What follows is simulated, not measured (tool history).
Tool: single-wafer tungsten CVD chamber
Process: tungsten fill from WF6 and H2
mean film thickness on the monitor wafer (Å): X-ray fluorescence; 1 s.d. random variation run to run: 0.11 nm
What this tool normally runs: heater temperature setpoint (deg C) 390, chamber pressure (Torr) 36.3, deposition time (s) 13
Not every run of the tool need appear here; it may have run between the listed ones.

run	day	heater temperature setpoint (deg C)	chamber pressure (Torr)	deposition time (s)	read-back reference wafer on the same gauge, thickness_nm	mean film thickness on the monitor wafer (Å)
1	0	383	36.3	13.8	34.106	286.79
2	2.108	383	36.3	13.8	34.115	285.97
3	4.671	390	36.3	13	34.102	313.9
4	6.592	390	40.6	13	34.089	334.58
5	8.675	390	40.6	13	34.107	334.57
6	10.246	390	36.3	14.9	34.074	357.52
# day 12.85: capacitance manometer re-zeroed and calibrated
7	12.871	390	36.3	14.9	34.08	354.94
# day 15.346: showerhead replaced
8	15.629	390	36.3	14.9	34.112	353.23
9	17.742	390	36.3	13	34.116	307.49
10	19.3	390	36.3	13	34.127	304.87
11	20.829	390	36.3	13	34.119	304.81
12	21.983	390	30.5	14.2	34.087	299.24
# day 22.479: thermocouple changed; heater temperature recalibrated
# day 23.262: gauge calibrated
13	23.825	390	36.3	11.3	34.102	254.86
14	26.346	379	30.8	11.2	34.068	175.15
15	27.692	382	31.2	14.8	34.107	252.38
16	29.942	390	36.3	13	34.12	293.72
17	31.071	390	36.3	13	34.116	294.55
# day 31.454: thermocouple changed; heater temperature recalibrated, repeated, since the last time left the tool worse
18	33.371	399	39.1	15.3	34.088	471.76

Estimate the outcome of run 19 from the log above:
19	41.829	390	31.3	13	?	?

For run 19 the tool returned read-back reference wafer on the same gauge, thickness_nm 34.099, mean film thickness on the monitor wafer (Å) 285.98.
Had the tool carried no hidden state, the very same run would have given mean film thickness on the monitor wafer (Å) 287.65.
